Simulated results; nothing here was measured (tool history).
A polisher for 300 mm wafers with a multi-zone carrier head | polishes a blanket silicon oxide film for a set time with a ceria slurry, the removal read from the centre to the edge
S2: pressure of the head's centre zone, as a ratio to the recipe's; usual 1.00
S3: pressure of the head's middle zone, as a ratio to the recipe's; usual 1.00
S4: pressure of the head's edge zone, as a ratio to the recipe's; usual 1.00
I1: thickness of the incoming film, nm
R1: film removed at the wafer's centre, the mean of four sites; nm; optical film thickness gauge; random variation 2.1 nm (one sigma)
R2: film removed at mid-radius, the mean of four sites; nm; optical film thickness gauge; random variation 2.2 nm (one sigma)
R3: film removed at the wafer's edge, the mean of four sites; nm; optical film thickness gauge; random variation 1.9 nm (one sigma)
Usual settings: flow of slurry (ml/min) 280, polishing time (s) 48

Run 1, day 0.000: usual settings but S2 1.03; I1 772.3. Result: R1 220.2 nm, R2 198.1 nm, R3 196.0 nm.
Run 2, day 1.475: usual settings but S2 1.03; I1 778.4. Result: R1 222.2 nm, R2 199.9 nm, R3 198.1 nm.
At day 2.092: worn pad replaced by a new one.
Run 3, day 3.792: usual settings but S2 1.03; I1 779.2. Result: R1 219.9 nm, R2 195.3 nm, R3 199.1 nm.
Run 4, day 4.800: usual settings but S4 1.05, polishing time (s) 55; I1 781.0. Result: R1 245.9 nm, R2 228.1 nm, R3 231.9 nm.
Run 5, day 5.783: usual settings but S2 1.10, S3 1.09; I1 772.9. Result: R1 240.0 nm, R2 214.0 nm, R3 195.5 nm.
Run 6, day 6.362: usual settings but S2 1.10, S3 1.09; I1 788.3. Result: R1 235.0 nm, R2 214.7 nm, R3 196.7 nm.
At day 7.896: worn pad replaced by a new one.
Run 7, day 7.917: usual settings; I1 769.5. Result: R1 219.9 nm, R2 203.0 nm, R3 196.5 nm.
Run 8, day 8.633: usual settings; I1 777.6. Result: R1 217.9 nm, R2 200.3 nm, R3 200.0 nm.
Run 9, day 9.354: usual settings but polishing time (s) 63; I1 785.7. Result: R1 285.6 nm, R2 258.1 nm, R3 253.4 nm.
Run 10, day 10.462: usual settings but polishing time (s) 60; I1 770.5. Result: R1 274.0 nm, R2 248.5 nm, R3 248.8 nm.
At day 11.583: edge zone pressure recalibrated.
Run 11, day 11.604: usual settings; I1 775.2. Result: R1 221.2 nm, R2 203.4 nm, R3 196.3 nm.
At day 12.575: carrier head's membrane replaced by a new one.
Run 12, day 12.600: usual settings but S2 0.95, S4 0.95; I1 782.0. Result: R1 211.6 nm, R2 200.0 nm, R3 195.1 nm.
At day 13.571: worn pad replaced by a new one.
Run 13, day 14.046: usual settings but flow of slurry (ml/min) 340, S2 0.92, S4 0.94; I1 779.4. Result: R1 211.7 nm, R2 201.5 nm, R3 195.7 nm.
At day 14.942: centre zone pressure recalibrated.
At day 15.471: slurry nozzle cleaned.
Run 14, day 17.854: usual settings but S2 1.03; I1 785.2. Result: R1 200.5 nm, R2 199.4 nm, R3 195.5 nm.
Run 15, day 18.896: usual settings; I1 778.5. Result: R1 194.9 nm, R2 202.0 nm, R3 193.4 nm.
At day 19.483: worn pad replaced by a new one.
Run 16, day 19.675: usual settings but flow of slurry (ml/min) 190, S3 0.97; I1 777.2. Result: R1 192.9 nm, R2 184.9 nm, R3 193.2 nm.
Run 17, day 20.346: usual settings but flow of slurry (ml/min) 190, S2 1.05, S3 1.06, polishing time (s) 53; I1 768.4. Result: R1 216.4 nm, R2 224.6 nm, R3 210.6 nm.

5 ways to go on from here, each from the tool as it stands after run 17. What would each give?
Run A, day 20.362: usual settings but flow of slurry (ml/min) 205; I1 781.1. Result: R1 ?, R2 ?, R3 ?.
Run B, day 20.362: usual settings but flow of slurry (ml/min) 235, S4 1.06; I1 781.1. Result: R1 ?, R2 ?, R3 ?.
Run C, day 20.362: usual settings but S2 0.97, S3 0.92, polishing time (s) 54; I1 781.1. Result: R1 ?, R2 ?, R3 ?.
Run D, day 20.362: usual settings but S2 0.95; I1 781.1. Result: R1 ?, R2 ?, R3 ?.
Run E, day 20.362: usual settings but flow of slurry (ml/min) 330, S4 0.91; I1 781.1. Result: R1 ?, R2 ?, R3 ?.

run     R1     R2     R3
  A  190.8  191.1  191.9
  B  193.7  193.7  199.4
  C  215.4  206.4  220.9
  D  187.8  196.8  196.2
  E  200.1  199.4  189.5
Without the tool's hidden state the same runs would have given:
run     R1     R2     R3
  A  194.7  191.1  191.9
  B  197.7  193.6  199.4
  C  219.8  206.4  220.9
  D  191.7  196.8  196.2
  E  204.2  199.4  189.5
